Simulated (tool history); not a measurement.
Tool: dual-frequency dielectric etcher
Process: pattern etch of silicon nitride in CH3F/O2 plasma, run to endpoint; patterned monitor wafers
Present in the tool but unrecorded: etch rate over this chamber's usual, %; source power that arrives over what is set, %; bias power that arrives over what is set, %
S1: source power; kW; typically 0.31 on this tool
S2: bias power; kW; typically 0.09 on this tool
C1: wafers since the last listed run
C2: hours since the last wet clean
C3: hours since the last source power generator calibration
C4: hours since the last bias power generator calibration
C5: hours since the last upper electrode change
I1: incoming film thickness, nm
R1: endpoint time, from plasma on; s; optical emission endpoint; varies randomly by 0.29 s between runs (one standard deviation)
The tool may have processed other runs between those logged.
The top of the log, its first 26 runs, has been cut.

run     day    S1     S2   C1     C2     C3     C4     C5    I1    R1
 27  34.854  0.37  0.105  195  253.3  409.3  551.7  135.2  82.7  81.3
 28  36.254  0.31  0.096  274  286.9  442.9  585.3  168.8    82  90.5
 29  37.283  0.36  0.081  202  311.6  467.6    610  193.5  82.4  93.3
 30  38.096  0.31   0.09  159  331.1  487.1  629.5    213  83.2  94.9
 31  38.617  0.31   0.09  102  343.6  499.6    642  225.5  82.4  93.7
 32  39.754  0.31   0.09  223  370.9  526.9  669.3  252.8  82.6  93.7
 33  41.104  0.31  0.108  265  403.3  559.3  701.7  285.2  81.8  84.9
 34  45.221  0.31  0.082  808  502.1  658.1  800.5    384  82.7  98.6

5 ways to go on from here, each from the tool as it stands after run 34. What would each give?
  A  45.242  0.31    0.1   4  502.6  658.6  801  384.5  82   ?
  B  45.242  0.24  0.104   4  502.6  658.6  801  384.5  82   ?
  C  45.242  0.28  0.072   4  502.6  658.6  801  384.5  82   ?
  D  45.242  0.35   0.07   4  502.6  658.6  801  384.5  82   ?
  E  45.242  0.34  0.108   4  502.6  658.6  801  384.5  82   ?

run     R1
  A   88.2
  B   96.5
  C  110.2
  D  101.4
  E   81.4
Without the tool's hidden state the same runs would have given:
run     R1
  A   89.4
  B   97.9
  C  111.7
  D  102.9
  E   82.6

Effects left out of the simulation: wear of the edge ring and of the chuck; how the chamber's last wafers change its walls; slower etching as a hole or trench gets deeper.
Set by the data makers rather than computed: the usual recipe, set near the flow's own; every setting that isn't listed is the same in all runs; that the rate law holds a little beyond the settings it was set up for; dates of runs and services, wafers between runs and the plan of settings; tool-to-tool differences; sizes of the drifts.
